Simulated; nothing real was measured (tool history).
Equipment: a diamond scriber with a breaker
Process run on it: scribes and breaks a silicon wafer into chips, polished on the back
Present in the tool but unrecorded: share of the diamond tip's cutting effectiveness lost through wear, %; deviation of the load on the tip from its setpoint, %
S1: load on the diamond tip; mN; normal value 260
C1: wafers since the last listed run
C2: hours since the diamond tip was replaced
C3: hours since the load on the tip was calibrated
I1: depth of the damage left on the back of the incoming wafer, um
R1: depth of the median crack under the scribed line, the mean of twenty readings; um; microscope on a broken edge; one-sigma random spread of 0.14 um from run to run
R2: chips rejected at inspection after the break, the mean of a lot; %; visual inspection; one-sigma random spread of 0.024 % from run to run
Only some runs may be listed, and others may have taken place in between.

run   hour   S1   C1     C2      C3    I1    R1    R2
  1    0.0  260    0  387.0  1605.0  0.03  6.74  1.34
  2   13.0  260   26  400.0  1618.0  0.04  6.66  1.45
  3   22.5  260   19  409.5  1627.5  0.01  6.55  1.56
  4   36.6  260   28  423.6  1641.6  0.04  6.71  1.63
  5   45.2  260   17  432.2  1650.2  0.01  6.51  1.67
  6   94.7  260  101  481.7  1699.7  0.03  6.43  2.24
  7  105.5  260   22  492.5  1710.5  0.02  6.39  2.32
     117.7  -- diamond tip replaced by a new one
  8  118.2  260   21    0.5  1723.2  0.04  5.65  6.18
  9  123.1  321   10    5.4  1728.1  0.04  6.85  0.85
 10  132.5  321   19   14.8  1737.5  0.02  7.09  0.82
 11  140.6  321   16   22.9  1745.6  0.01  6.98  0.83
 12  148.3  260   15   30.6  1753.3  0.03  5.75  5.96
     156.0  -- load on the tip recalibrated
 13  165.1  260   30   47.4     9.1  0.03  5.72  5.83

Run 14 has not been measured yet. What should we expect?
 14  173.7  260  17  56.0  17.7  0.02   ?   ?

Run 14 produced R1 5.73 um, R2 6.14 %.
Take away the tool's hidden state, keep the run-to-run variation as it was, and the same run would have given R1 7.44 um, R2 0.76 %.
